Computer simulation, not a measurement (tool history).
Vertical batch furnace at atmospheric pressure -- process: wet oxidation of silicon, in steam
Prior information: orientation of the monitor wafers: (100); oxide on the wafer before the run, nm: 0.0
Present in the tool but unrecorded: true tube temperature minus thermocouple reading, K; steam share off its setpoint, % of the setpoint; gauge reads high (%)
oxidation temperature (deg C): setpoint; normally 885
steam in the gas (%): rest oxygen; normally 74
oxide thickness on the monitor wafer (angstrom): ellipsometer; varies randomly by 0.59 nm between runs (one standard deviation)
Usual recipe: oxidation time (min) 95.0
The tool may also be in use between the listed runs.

run	hour	oxidation temperature (deg C)	oxidation time (min)	steam in the gas (%)	wafers since the last listed run	hours since the last temperature calibration	hours since the steam generator was serviced	hours since the gauge calibration	read-back reference wafer on the same gauge, thickness	oxide thickness on the monitor wafer (angstrom)
1	0.0	891	59.0	74	0	2287.3	1791.8	600.9	161.80	1035.3
2	107.0	885	95.0	79	1305	2394.3	1898.8	707.9	161.94	1552.7
3	212.5	885	95.0	79	1287	2499.8	2004.3	813.4	162.14	1562.1
4	259.1	885	95.0	79	568	2546.4	2050.9	860.0	162.00	1550.4
5	337.7	885	114.5	74	958	2625.0	2129.5	938.6	162.32	1730.0
6	374.4	885	95.0	74	447	2661.7	2166.2	975.3	162.04	1477.9
# hour 383.9: gauge calibrated
# hour 470.5: thermocouples replaced and temperature profile calibrated
# hour 532.8: steam generator serviced
7	591.6	885	95.0	74	2064	121.1	58.8	207.7	161.96	1375.1
8	628.6	885	95.0	62	451	158.1	95.8	244.7	161.77	1169.9
9	666.9	885	48.5	66	467	196.4	134.1	283.0	162.32	666.1
10	736.7	909	112.0	64	851	266.2	203.9	352.8	162.07	1951.5
11	800.8	907	108.0	64	782	330.3	268.0	416.9	162.28	1861.6
12	842.2	907	73.5	69	505	371.7	309.4	458.3	161.98	1422.8
13	887.7	885	95.0	74	555	417.2	354.9	503.8	161.85	1384.6
14	960.9	885	95.0	79	893	490.4	428.1	577.0	161.94	1477.0

Some steps in oxide thickness on the monitor wafer (angstrom), run to run, broken into two amounts with sign: the step expected even without the hidden condition (settings, incoming material, random variation), and the rest, left for the hidden condition together with whatever gauge scatter is not in both the measured and the hidden-condition-free result:
Run 6 -> 7: gauge calibrated, thermocouples replaced and temperature profile calibrated, steam generator serviced. oxide thickness on the monitor wafer (angstrom) -102.8: hidden state -93.1, all else -9.7.
Run 9 -> 10: oxidation temperature (deg C) 885 -> 909, oxidation time (min) 48.5 -> 112.0, steam in the gas (%) 66 -> 64. oxide thickness on the monitor wafer (angstrom) +1285.4: hidden state +7.4, all else +1278.0.

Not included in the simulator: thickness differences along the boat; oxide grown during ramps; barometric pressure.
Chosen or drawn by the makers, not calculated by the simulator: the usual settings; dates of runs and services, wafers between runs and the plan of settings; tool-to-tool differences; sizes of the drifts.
